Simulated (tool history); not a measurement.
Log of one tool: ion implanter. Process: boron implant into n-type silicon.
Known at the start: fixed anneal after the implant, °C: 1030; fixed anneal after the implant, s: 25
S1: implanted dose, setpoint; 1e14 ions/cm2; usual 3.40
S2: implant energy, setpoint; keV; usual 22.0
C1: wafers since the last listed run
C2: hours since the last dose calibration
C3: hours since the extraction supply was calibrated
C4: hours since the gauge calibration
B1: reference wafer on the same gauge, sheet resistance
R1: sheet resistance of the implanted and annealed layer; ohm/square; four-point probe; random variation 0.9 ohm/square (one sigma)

run	hour	S1	S2	C1	C2	C3	C4	B1	R1
1	0.0	3.40	22.0	0	1223.5	5440.8	185.2	256.75	252.73
2	49.9	3.40	22.0	726	1273.4	5490.7	235.1	257.16	252.80
3	83.6	3.40	22.0	490	1307.1	5524.4	268.8	257.20	253.34
4	111.0	3.40	19.0	399	1334.5	5551.8	296.2	257.32	255.93
5	141.3	3.40	19.0	441	1364.8	5582.1	326.5	257.25	254.64
6	200.0	3.40	22.0	855	1423.5	5640.8	385.2	257.02	251.77
7	234.4	3.40	22.0	501	1457.9	5675.2	419.6	257.29	250.84
8	266.6	3.40	22.0	469	1490.1	5707.4	451.8	256.91	252.54
9	308.3	3.40	22.0	607	1531.8	5749.1	493.5	257.14	251.83
10	358.8	3.40	22.0	735	1582.3	5799.6	544.0	257.24	252.92
11	400.2	3.40	22.0	603	1623.7	5841.0	585.4	257.01	251.26
12	424.8	3.08	22.0	358	1648.3	5865.6	610.0	257.14	272.98
13	469.9	3.08	22.0	656	1693.4	5910.7	655.1	256.95	271.28
14	520.3	3.40	22.0	734	1743.8	5961.1	705.5	257.18	250.79
15	547.8	3.40	22.0	400	1771.3	5988.6	733.0	257.32	251.35
16	762.2	3.40	22.0	3123	1985.7	6203.0	947.4	257.04	251.92
17	798.2	3.40	22.0	524	2021.7	6239.0	983.4	257.23	249.65
18	849.1	3.84	22.0	741	2072.6	6289.9	1034.3	257.09	226.59
19	879.4	3.40	22.0	441	2102.9	6320.2	1064.6	256.59	250.07
20	915.8	3.40	24.0	530	2139.3	6356.6	1101.0	256.67	247.65
21	966.8	3.40	19.0	742	2190.3	6407.6	1152.0	257.16	255.55
22	1011.6	3.84	17.5	652	2235.1	6452.4	1196.8	257.10	233.10
23	1066.7	3.06	15.5	802	2290.2	6507.5	1251.9	257.02	283.96
24	1122.2	4.33	19.5	808	2345.7	6563.0	1307.4	256.61	207.97
25	1171.9	3.40	22.0	724	2395.4	6612.7	1357.1	257.25	250.89
# hour 1184.6: Faraday cup replaced and dose calibrated
26	1210.6	2.95	22.0	447	26.0	6651.4	1395.8	256.91	292.75
27	1274.2	2.55	24.0	926	89.6	6715.0	1459.4	257.01	326.87
28	1345.7	2.52	16.5	1041	161.1	6786.5	1530.9	256.95	342.07
29	1396.9	3.40	22.0	745	212.3	6837.7	1582.1	256.84	259.39
# hour 1445.7: gauge calibrated
30	1463.0	4.39	22.0	962	278.4	6903.8	17.3	256.71	210.10
31	1533.8	2.55	27.0	1031	349.2	6974.6	88.1	257.20	319.17
# hour 1544.5: extraction supply calibrated
32	1579.3	3.40	26.5	546	394.7	34.8	133.6	257.17	251.86
33	1650.3	3.40	22.0	1034	465.7	105.8	204.6	257.30	256.26
34	1713.4	3.40	22.0	919	528.8	168.9	267.7	257.08	256.21
35	1904.2	3.75	19.0	2779	719.6	359.7	458.5	257.33	239.00
36	2057.0	2.84	17.5	2225	872.4	512.5	611.3	256.83	301.68
37	2109.9	3.05	27.5	770	925.3	565.4	664.2	256.82	270.87

The tool's hidden state at each run:
deviation of the true energy from its setpoint, %: 0 in every run
gauge reads high (%): 0 in every run
H1: deviation of the true dose from the Faraday cup's reading, %
run	H1
1	3.92
2	3.99
3	4.04
4	4.08
5	4.11
6	4.18
7	4.22
8	4.25
9	4.3
10	4.35
11	4.38
12	4.41
13	4.44
14	4.48
15	4.5
16	4.65
17	4.67
18	4.69
19	4.71
20	4.73
21	4.75
22	4.77
23	4.79
24	4.81
25	4.83
26	-0.197
27	0.181
28	0.572
29	0.833
30	1.15
31	1.45
32	1.64
33	1.91
34	2.13
35	2.7
36	3.07
37	3.19
